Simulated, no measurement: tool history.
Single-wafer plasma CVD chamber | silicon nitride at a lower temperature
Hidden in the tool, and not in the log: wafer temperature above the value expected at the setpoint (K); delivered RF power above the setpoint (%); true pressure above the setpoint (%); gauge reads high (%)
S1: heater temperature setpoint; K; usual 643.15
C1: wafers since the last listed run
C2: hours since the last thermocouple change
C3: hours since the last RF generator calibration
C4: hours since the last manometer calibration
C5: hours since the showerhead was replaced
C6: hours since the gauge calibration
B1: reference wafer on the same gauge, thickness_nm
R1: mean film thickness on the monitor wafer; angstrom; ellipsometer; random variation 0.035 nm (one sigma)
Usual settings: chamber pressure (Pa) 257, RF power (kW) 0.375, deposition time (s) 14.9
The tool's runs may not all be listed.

Run 1, day 0: usual settings; C1 0; C2 2532.6; C3 2398.2; C4 2369.2; C5 2836.8; C6 134.9; B1 19.597. Result: R1 220.63 angstrom.
Run 2, day 0.596: usual settings; C1 682; C2 2546.9; C3 2412.5; C4 2383.5; C5 2851.1; C6 149.2; B1 19.599. Result: R1 219.33 angstrom.
Run 3, day 2.075: usual settings; C1 1695; C2 2582.4; C3 2448; C4 2419; C5 2886.6; C6 184.7; B1 19.6. Result: R1 218.83 angstrom.
At day 2.917: RF generator calibrated.
Run 4, day 2.938: usual settings; C1 606; C2 2603.1; C3 0.5; C4 2439.7; C5 2907.3; C6 205.4; B1 19.608. Result: R1 232.69 angstrom.
Run 5, day 3.058: usual settings but deposition time (s) 13.8; C1 138; C2 2606; C3 3.4; C4 2442.6; C5 2910.2; C6 208.3; B1 19.605. Result: R1 215.46 angstrom.
Run 6, day 3.433: usual settings but RF power (kW) 0.415, deposition time (s) 12.9; C1 429; C2 2615; C3 12.4; C4 2451.6; C5 2919.2; C6 217.3; B1 19.601. Result: R1 214.53 angstrom.
Run 7, day 3.842: usual settings but RF power (kW) 0.415, deposition time (s) 12.9; C1 467; C2 2624.8; C3 22.2; C4 2461.4; C5 2929; C6 227.1; B1 19.604. Result: R1 214.29 angstrom.
At day 4.771: showerhead replaced.
Run 8, day 4.792: usual settings but S1 658.15 K, chamber pressure (Pa) 224, deposition time (s) 12; C1 706; C2 2647.6; C3 45; C4 2484.2; C5 0.5; C6 249.9; B1 19.591. Result: R1 179.22 angstrom.
At day 5.046: gauge calibrated.
Run 9, day 5.258: usual settings but RF power (kW) 0.31, deposition time (s) 15.7; C1 534; C2 2658.8; C3 56.2; C4 2495.4; C5 11.7; C6 5.1; B1 19.595. Result: R1 215.73 angstrom.
At day 5.717: capacitance manometer re-zeroed and calibrated.
Run 10, day 6.004: usual settings but S1 634.15 K, chamber pressure (Pa) 277, RF power (kW) 0.395, deposition time (s) 13.4; C1 472; C2 2676.7; C3 74.1; C4 6.9; C5 29.6; C6 23; B1 19.598. Result: R1 220.74 angstrom.
Run 11, day 6.575: usual settings but S1 648.15 K, chamber pressure (Pa) 297, RF power (kW) 0.41, deposition time (s) 13.8; C1 654; C2 2690.4; C3 87.8; C4 20.6; C5 43.3; C6 36.7; B1 19.595. Result: R1 234.47 angstrom.
At day 7.192: thermocouple changed; heater temperature recalibrated.
Run 12, day 7.212: usual settings; C1 348; C2 0.5; C3 103.1; C4 35.9; C5 58.6; C6 52; B1 19.602. Result: R1 231.38 angstrom.
Run 13, day 7.846: usual settings but S1 635.15 K; C1 725; C2 15.7; C3 118.3; C4 51.1; C5 73.8; C6 67.2; B1 19.605. Result: R1 232.7 angstrom.
Run 14, day 9.229: usual settings but RF power (kW) 0.315; C1 1585; C2 48.9; C3 151.5; C4 84.3; C5 107; C6 100.4; B1 19.599. Result: R1 205.96 angstrom.

Some steps in R1 between neighbouring runs. How much of each would the tool show without its hidden state too (settings, what came in, random variation), and how much is left for the hidden state, with any gauge scatter that isn't in both results?
Run 3 -> 4: RF generator calibrated. R1 +13.86 angstrom: hidden state +12.63, all else +1.23.
Run 8 -> 9: S1 658.15 -> 643.15, chamber pressure (Pa) 224 -> 257, RF power (kW) 0.375 -> 0.31, deposition time (s) 12 -> 15.7, gauge calibrated. R1 +36.51 angstrom: hidden state -0.29, all else +36.8.
